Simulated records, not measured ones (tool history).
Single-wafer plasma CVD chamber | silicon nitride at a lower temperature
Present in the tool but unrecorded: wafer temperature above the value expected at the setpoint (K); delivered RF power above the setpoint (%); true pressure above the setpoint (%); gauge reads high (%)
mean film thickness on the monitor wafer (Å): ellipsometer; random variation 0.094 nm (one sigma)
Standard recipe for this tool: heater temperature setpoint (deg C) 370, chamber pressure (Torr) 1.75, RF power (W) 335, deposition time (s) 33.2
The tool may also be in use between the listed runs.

run    hour  heater temperature setpoint (deg C)  chamber pressure (Torr)  RF power (W)  deposition time (s)  wafers since the last listed run  hours since the last thermocouple change  hours since the last RF generator calibration  hours since the last manometer calibration  hours since the showerhead was replaced  hours since the gauge calibration  read-back reference wafer on the same gauge, thickness_nm  mean film thickness on the monitor wafer (Å)
  1       0                                  370                     1.75           335                 33.2                                 0                                     733.9                                          549.7                                       861.5                                   1721.9                             1207.3                                                      46.81                                        459.61
  2   179.2                                  370                     1.75           335                 33.2                              5771                                     913.1                                          728.9                                      1040.7                                   1901.1                             1386.5                                                     46.833                                        457.14
  3   205.1                                  370                     1.75           335                 33.2                               834                                       939                                          754.8                                      1066.6                                     1927                             1412.4                                                     46.778                                        458.41
  4   273.3                                  370                     1.75           335                 30.2                              2196                                    1007.2                                            823                                      1134.8                                   1995.2                             1480.6                                                     46.771                                        415.68
  5   331.4                                  370                     1.75           335                 33.2                              1871                                    1065.3                                          881.1                                      1192.9                                   2053.3                             1538.7                                                     46.806                                        455.75
  6     374                                  370                     1.75           335                 33.2                              1371                                    1107.9                                          923.7                                      1235.5                                   2095.9                             1581.3                                                     46.795                                        457.63
  7   409.8                                  370                     1.75           335                 33.2                              1152                                    1143.7                                          959.5                                      1271.3                                   2131.7                             1617.1                                                     46.752                                        457.29
  8   471.5                                  370                     1.75           335                 33.2                              1987                                    1205.4                                         1021.2                                        1333                                   2193.4                             1678.8                                                     46.811                                        457.93
      633.4  -- showerhead replaced
  9   642.4                                  370                     1.75           335                 33.2                              5246                                    1376.3                                         1192.1                                      1503.9                                        9                             1849.7                                                     46.802                                        458.19
        676  -- gauge calibrated
 10   708.5                                  370                     1.75           335                 33.2                              2128                                    1442.4                                         1258.2                                        1570                                     75.1                               32.5                                                     46.816                                        456.63
      742.3  -- RF generator calibrated
 11   752.6                                  370                     1.75           335                 33.2                              1162                                    1486.5                                           10.3                                      1614.1                                    119.2                               76.6                                                     46.785                                        456.35
      787.1  -- thermocouple changed; heater temperature recalibrated
 12   790.4                                  370                     1.75           335                 33.2                               959                                       3.3                                           48.1                                      1651.9                                      157                              114.4                                                     46.785                                        457.65
 13     896                                  370                     1.75           335                 33.2                              3400                                     108.9                                          153.7                                      1757.5                                    262.6                                220                                                     46.787                                        456.03
 14   988.3                                  375                     1.75           335                 37.1                              2972                                     201.2                                            246                                      1849.8                                    354.9                              312.3                                                     46.767                                        508.94
       1025  -- capacitance manometer re-zeroed and calibrated
 15  1039.5                                  370                     2.19           275                 39.5                              1391                                     252.4                                          297.2                                        14.5                                    406.1                              363.5                                                     46.795                                        524.91
 16  1091.1                                  370                     1.75           390                 33.2                              1661                                       304                                          348.8                                        66.1                                    457.7                              415.1                                                     46.809                                        502.71
 17  1117.1                                  363                     1.86           335                 33.2                               837                                       330                                          374.8                                        92.1                                    483.7                              441.1                                                     46.821                                        471.68
 18  1143.2                                  375                     1.75           375                 33.2                               840                                     356.1                                          400.9                                       118.2                                    509.8                              467.2                                                      46.81                                        490.52
 19  1170.9                                  355                     1.75           335                 33.2                               892                                     383.8                                          428.6                                       145.9                                    537.5                              494.9                                                     46.807                                        468.07
 20  1227.7                                  370                     1.38           335                 39.3                              1829                                     440.6                                          485.4                                       202.7                                    594.3                              551.7                                                     46.793                                        516.49
 21  1288.5                                  376                     1.75           335                 33.2                              1958                                     501.4                                          546.2                                       263.5                                    655.1                              612.5                                                     46.836                                        462.57
 22    1330                                  370                     1.75           335                 33.2                              1336                                     542.9                                          587.7                                         305                                    696.6                                654                                                     46.752                                        460.92
 23  1360.3                                  370                     1.75           335                 33.2                               975                                     573.2                                            618                                       335.3                                    726.9                              684.3                                                     46.827                                        461.96
 24  1414.2                                  370                     2.02           310                 33.2                              1735                                     627.1                                          671.9                                       389.2                                    780.8                              738.2                                                     46.774                                        457.37
 25    1472                                  385                     1.43           285                 38.2                              1861                                     684.9                                          729.7                                         447                                    838.6                                796                                                     46.815                                        458.99
 26  1529.4                                  370                     1.75           335                 33.2                              1848                                     742.3                                          787.1                                       504.4                                      896                              853.4                                                     46.794                                        459.98

What if the next run were any one of these 4? Each begins from the tool's condition after run 26:
  A  1529.8                                  374                     1.75           335                 33.2                                12                                     742.7                                          787.5                                       504.8                                    896.4                              853.8                                                          ?                                             ?
  B  1529.8                                  370                     2.01           305                 33.2                                12                                     742.7                                          787.5                                       504.8                                    896.4                              853.8                                                          ?                                             ?
  C  1529.8                                  370                     1.75           360                 27.2                                12                                     742.7                                          787.5                                       504.8                                    896.4                              853.8                                                          ?                                             ?
  D  1529.8                                  370                     1.75           335                 29.9                                12                                     742.7                                          787.5                                       504.8                                    896.4                              853.8                                                          ?                                             ?

run  read-back reference wafer on the same gauge, thickness_nm  mean film thickness on the monitor wafer (Å)
  A                                                     46.788                                        457.94
  B                                                     46.788                                        451.27
  C                                                     46.788                                        390.29
  D                                                     46.788                                        413.25
What these runs would have given with no unlogged condition in the tool:
run  mean film thickness on the monitor wafer (Å)
  A                                        462.82
  B                                        455.98
  C                                        394.44
  D                                        417.65
